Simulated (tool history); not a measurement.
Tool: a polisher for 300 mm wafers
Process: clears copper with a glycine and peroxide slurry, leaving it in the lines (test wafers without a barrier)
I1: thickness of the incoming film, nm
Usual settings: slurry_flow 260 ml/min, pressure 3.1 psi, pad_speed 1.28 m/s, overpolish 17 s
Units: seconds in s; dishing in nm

{"run": 1, "hour": 0.0, "slurry_flow": 260, "pressure": 3.1, "pad_speed": 1.42, "overpolish": 17, "I1": 553.8, "seconds": 58, "dishing": 83.3}
{"hour": 25.1, "done": "worn pad replaced by a new one"}
{"run": 2, "hour": 47.1, "slurry_flow": 260, "pressure": 3.1, "pad_speed": 1.42, "overpolish": 17, "I1": 559.2, "seconds": 61.3, "dishing": 85.9}
{"run": 3, "hour": 112.1, "slurry_flow": 260, "pressure": 3.1, "pad_speed": 1.42, "overpolish": 17, "I1": 549.8, "seconds": 59.6, "dishing": 86}
{"run": 4, "hour": 182.5, "slurry_flow": 260, "pressure": 3.1, "pad_speed": 1.28, "overpolish": 24, "I1": 552.3, "seconds": 65.2, "dishing": 96.1}
{"hour": 219.5, "done": "slurry nozzle cleaned"}
{"hour": 243.3, "done": "worn pad replaced by a new one"}
{"run": 5, "hour": 249.8, "slurry_flow": 260, "pressure": 3.1, "pad_speed": 1.16, "overpolish": 17, "I1": 549.2, "seconds": 70.3, "dishing": 74.6}
{"run": 6, "hour": 311.4, "slurry_flow": 260, "pressure": 3.1, "pad_speed": 1.28, "overpolish": 17, "I1": 563.6, "seconds": 67.8, "dishing": 79.4}
{"hour": 477.9, "done": "worn pad replaced by a new one"}
{"run": 7, "hour": 481.8, "slurry_flow": 260, "pressure": 3.1, "pad_speed": 1.28, "overpolish": 17, "I1": 548.3, "seconds": 68.3, "dishing": 78.8}
{"hour": 485.6, "done": "head pressure recalibrated"}
{"run": 8, "hour": 524.4, "slurry_flow": 260, "pressure": 3.1, "pad_speed": 1.28, "overpolish": 17, "I1": 566.6, "seconds": 56.4, "dishing": 90.2}
{"hour": 549.8, "done": "slurry nozzle cleaned"}
{"hour": 691.4, "done": "worn pad replaced by a new one"}
{"run": 9, "hour": 700.6, "slurry_flow": 185, "pressure": 3.1, "pad_speed": 1.28, "overpolish": 17, "I1": 556.3, "seconds": 58.3, "dishing": 88.6}
{"hour": 735.6, "done": "head pressure recalibrated, repeated, since the last time left the tool worse"}
{"run": 10, "hour": 749.9, "slurry_flow": 195, "pressure": 2.3, "pad_speed": 1.28, "overpolish": 10, "I1": 557.6, "seconds": 83.7, "dishing": 44.6}
{"run": 11, "hour": 781.8, "slurry_flow": 260, "pressure": 3.1, "pad_speed": 1.28, "overpolish": 17, "I1": 554.4, "seconds": 63.3, "dishing": 85.1}
{"run": 12, "hour": 845.6, "slurry_flow": 345, "pressure": 3.1, "pad_speed": 1.28, "overpolish": 17, "I1": 545, "seconds": 60.3, "dishing": 81.1}
{"hour": 850.4, "done": "slurry nozzle cleaned"}
{"hour": 894.6, "done": "worn pad replaced by a new one"}
{"run": 13, "hour": 895.1, "slurry_flow": 260, "pressure": 3.1, "pad_speed": 1.48, "overpolish": 12, "I1": 558.5, "seconds": 57.6, "dishing": 68.5}
{"run": 14, "hour": 964.9, "slurry_flow": 210, "pressure": 2.4, "pad_speed": 1.28, "overpolish": 17, "I1": 562.8, "seconds": 84.5, "dishing": 67.9}
{"run": 15, "hour": 992.1, "slurry_flow": 260, "pressure": 2.6, "pad_speed": 1.46, "overpolish": 17, "I1": 554.2, "seconds": 68.4, "dishing": 76.3}
{"run": 16, "hour": 1034.0, "slurry_flow": 260, "pressure": 3.1, "pad_speed": 1.42, "overpolish": 17, "I1": 556.4, "seconds": 60.5, "dishing": 85.9}

5 ways to go on from here, each from the tool as it stands after run 16. What would each give?
{"run": "A", "hour": 1034.5, "slurry_flow": 260, "pressure": 3.1, "pad_speed": 1.28, "overpolish": 17, "I1": 550, "seconds": "?", "dishing": "?"}
{"run": "B", "hour": 1034.5, "slurry_flow": 325, "pressure": 3.1, "pad_speed": 1.28, "overpolish": 21, "I1": 550, "seconds": "?", "dishing": "?"}
{"run": "C", "hour": 1034.5, "slurry_flow": 260, "pressure": 3.6, "pad_speed": 1.28, "overpolish": 11, "I1": 550, "seconds": "?", "dishing": "?"}
{"run": "D", "hour": 1034.5, "slurry_flow": 260, "pressure": 3.1, "pad_speed": 0.84, "overpolish": 20, "I1": 550, "seconds": "?", "dishing": "?"}
{"run": "E", "hour": 1034.5, "slurry_flow": 260, "pressure": 3.1, "pad_speed": 1.28, "overpolish": 14, "I1": 550, "seconds": "?", "dishing": "?"}

run=A seconds=64.1 dishing=76.6
run=B seconds=62.8 dishing=87.5
run=C seconds=56.2 dishing=63.3
run=D seconds=88.9 dishing=70.1
run=E seconds=64.1 dishing=67.7
Without the tool's hidden state the same runs would have given:
run=A seconds=61.9 dishing=78.6
run=B seconds=60.6 dishing=89.5
run=C seconds=54.3 dishing=65.1
run=D seconds=86 dishing=71.9
run=E seconds=61.9 dishing=69.5
